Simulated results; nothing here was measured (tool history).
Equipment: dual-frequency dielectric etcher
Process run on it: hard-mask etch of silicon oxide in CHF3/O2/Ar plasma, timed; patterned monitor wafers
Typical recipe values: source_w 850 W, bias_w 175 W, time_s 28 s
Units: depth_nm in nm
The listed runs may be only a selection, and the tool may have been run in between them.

run,hour,source_w,bias_w,time_s,"read-back reference wafer on the same gauge, depth_nm",depth_nm
1,0,850,175,28,55.1,66.3
2,42,850,175,28,55.1,65.8
3,78.3,850,175,28,55.1,65.6
# hour 122.7: wet clean of the chamber
# hour 144.9: upper electrode replaced
4,145.4,850,159,24.5,55.1,56.3
5,171.8,850,159,24.5,55.1,55.9
6,237,850,175,28,55.1,65.5
7,284,850,175,28,55.1,65.9
8,314.9,850,175,28,55.1,66.1
9,385.3,850,175,28,55.1,66
10,413.8,770,206,22,55.1,52.3
11,453.8,850,175,24.5,55.1,57.6
# hour 467.2: gauge calibrated
12,489.2,1020,136,28,55.1,65.4
# hour 529.4: bias power generator calibrated
13,558.4,1050,186,22,55.1,56
14,623.8,660,143,33.5,55.1,68.1
# hour 697.6: wet clean of the chamber
15,698.1,930,159,28,55.1,65.9
16,742.7,710,202,20,55.1,45.8
# hour 782.6: source power generator calibrated
17,797,1040,175,28,55.1,68.6
18,843.2,980,144,25.5,55.1,58.6
19,867.6,850,175,28,55.1,64.2
20,901.6,850,175,28,55.1,64.4
21,937.7,850,175,21,55.1,48.8
22,980,660,144,35.5,55.1,71.8
23,1012.8,850,175,28,55.1,64.8
24,1075.7,990,144,28,55.1,64.8
25,1134.4,850,175,36,55.1,83.4
# hour 1214.7: wet clean of the chamber
26,1215.2,760,175,34,55.1,76.2
27,1257.7,780,175,28,55.1,63.2
28,1426.4,850,175,28,55.1,65.6
29,1464.1,920,175,28,55.1,67.2

5 options for the next run, each taken on its own from the tool as it stands now. Forecast them:
A,1464.5,850,175,35.5,?,?
B,1464.5,940,175,24,?,?
C,1464.5,700,175,28,?,?
D,1464.5,700,131,24.5,?,?
E,1464.5,910,159,25,?,?

run,"read-back reference wafer on the same gauge, depth_nm",depth_nm
A,55.1,83.3
B,55.1,58.2
C,55.1,61.7
D,55.1,50.1
E,55.1,58.5
With the hidden condition removed and each run's random variation left untouched, the same runs would have given:
run,depth_nm
A,81.4
B,56.9
C,60.3
D,49
E,57.2

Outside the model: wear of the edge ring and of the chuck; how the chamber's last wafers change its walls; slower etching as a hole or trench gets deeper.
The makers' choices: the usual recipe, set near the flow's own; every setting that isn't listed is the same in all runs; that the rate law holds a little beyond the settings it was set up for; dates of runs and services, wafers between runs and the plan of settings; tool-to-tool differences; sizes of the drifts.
